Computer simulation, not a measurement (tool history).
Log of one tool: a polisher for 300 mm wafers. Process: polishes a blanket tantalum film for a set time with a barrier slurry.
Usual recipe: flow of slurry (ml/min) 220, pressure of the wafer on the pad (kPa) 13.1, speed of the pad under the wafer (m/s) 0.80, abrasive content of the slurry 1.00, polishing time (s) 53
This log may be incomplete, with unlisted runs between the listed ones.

| run | hour | flow of slurry (ml/min) | pressure of the wafer on the pad (kPa) | speed of the pad under the wafer (m/s) | abrasive content of the slurry | polishing time (s) | incoming thickness of the incoming film, nm | film removed (Å) |
|---|---|---|---|---|---|---|---|---|
| 1 | 0.0 | 220 | 13.1 | 0.80 | 1.00 | 53 | 451.1 | 643 |
| 2 | 67.3 | 220 | 13.1 | 0.80 | 1.00 | 53 | 458.3 | 637 |
| 3 | 133.2 | 220 | 13.1 | 0.80 | 1.00 | 53 | 460.5 | 645 |
|  | 143.2 | worn pad replaced by a new one |
| 4 | 157.9 | 220 | 13.1 | 0.80 | 1.00 | 53 | 454.6 | 642 |
|  | 166.3 | slurry blender recalibrated |
| 5 | 196.2 | 220 | 13.1 | 0.80 | 1.00 | 53 | 454.6 | 646 |
|  | 198.8 | slurry nozzle cleaned |
| 6 | 256.7 | 220 | 13.1 | 0.80 | 1.00 | 53 | 454.8 | 645 |
| 7 | 287.8 | 220 | 13.1 | 0.90 | 0.75 | 53 | 457.9 | 622 |
| 8 | 351.3 | 220 | 13.1 | 0.90 | 0.75 | 53 | 466.6 | 634 |
|  | 363.9 | worn pad replaced by a new one |
| 9 | 378.5 | 220 | 13.1 | 0.80 | 1.00 | 53 | 466.1 | 659 |
| 10 | 428.5 | 220 | 13.1 | 0.80 | 1.00 | 53 | 459.7 | 653 |
| 11 | 458.8 | 220 | 13.1 | 0.80 | 1.00 | 53 | 461.9 | 652 |
| 12 | 500.0 | 220 | 13.1 | 0.80 | 1.00 | 53 | 456.1 | 649 |
|  | 509.2 | slurry blender recalibrated |
| 13 | 558.0 | 220 | 13.1 | 0.80 | 1.00 | 53 | 462.0 | 655 |
| 14 | 608.1 | 220 | 13.1 | 0.80 | 1.00 | 53 | 461.0 | 656 |
|  | 618.8 | worn pad replaced by a new one |
| 15 | 656.8 | 220 | 13.1 | 0.60 | 0.90 | 66 | 464.2 | 574 |
|  | 666.3 | slurry nozzle cleaned |
| 16 | 707.4 | 220 | 13.1 | 0.80 | 1.00 | 53 | 457.9 | 655 |
| 17 | 760.1 | 220 | 11.0 | 0.80 | 1.00 | 70 | 452.8 | 731 |
| 18 | 786.3 | 185 | 10.3 | 0.80 | 1.00 | 53 | 460.9 | 508 |
|  | 790.4 | slurry blender recalibrated |
| 19 | 818.9 | 220 | 13.1 | 0.80 | 1.00 | 47 | 455.8 | 579 |
| 20 | 854.4 | 220 | 13.1 | 0.80 | 1.00 | 53 | 458.4 | 657 |
| 21 | 879.0 | 270 | 9.0 | 1.00 | 0.80 | 53 | 461.9 | 510 |
|  | 887.8 | worn pad replaced by a new one |
| 22 | 922.7 | 220 | 13.1 | 0.80 | 1.00 | 53 | 457.9 | 645 |
|  | 925.7 | head pressure recalibrated |
| 23 | 978.5 | 160 | 13.1 | 0.64 | 1.00 | 53 | 457.1 | 467 |
| 24 | 1014.6 | 165 | 13.1 | 0.66 | 1.00 | 53 | 457.5 | 489 |
|  | 1062.6 | slurry blender recalibrated |
| 25 | 1066.9 | 285 | 13.1 | 0.80 | 1.00 | 53 | 452.2 | 624 |
|  | 1115.1 | worn pad replaced by a new one |
| 26 | 1115.6 | 220 | 17.9 | 0.80 | 1.15 | 53 | 462.5 | 903 |
| 27 | 1184.0 | 220 | 13.1 | 0.80 | 1.00 | 53 | 461.3 | 616 |
|  | 1227.9 | slurry nozzle cleaned |
| 28 | 1231.9 | 155 | 11.0 | 0.80 | 1.00 | 47 | 461.1 | 454 |

Some steps in film removed (Å) between neighbouring runs. How much of each would the tool show without its hidden state too (settings, what came in, random variation), and how much is left for the hidden state, with any gauge scatter that isn't in both results?
What the log doesn't record here: removal rate lost through wear of the pad, %; slurry flow missing at the pad, %; deviation of the head's pressure from its setpoint, %; abrasive missing from the slurry, %.
Run 17 -> 18: flow of slurry (ml/min) 220 -> 185, pressure of the wafer on the pad (kPa) 11.0 -> 10.3, polishing time (s) 70 -> 53. film removed (Å) -223: hidden state -18, all else -205.
Run 22 -> 23: flow of slurry (ml/min) 220 -> 160, speed of the pad under the wafer (m/s) 0.80 -> 0.64, head pressure recalibrated. film removed (Å) -178: hidden state -51, all else -127.
Run 25 -> 26: flow of slurry (ml/min) 285 -> 220, pressure of the wafer on the pad (kPa) 13.1 -> 17.9, abrasive content of the slurry 1.00 -> 1.15, worn pad replaced by a new one. film removed (Å) +279: hidden state +13, all else +266.
Run 26 -> 27: pressure of the wafer on the pad (kPa) 17.9 -> 13.1, abrasive content of the slurry 1.15 -> 1.00. film removed (Å) -287: hidden state -4, all else -283.
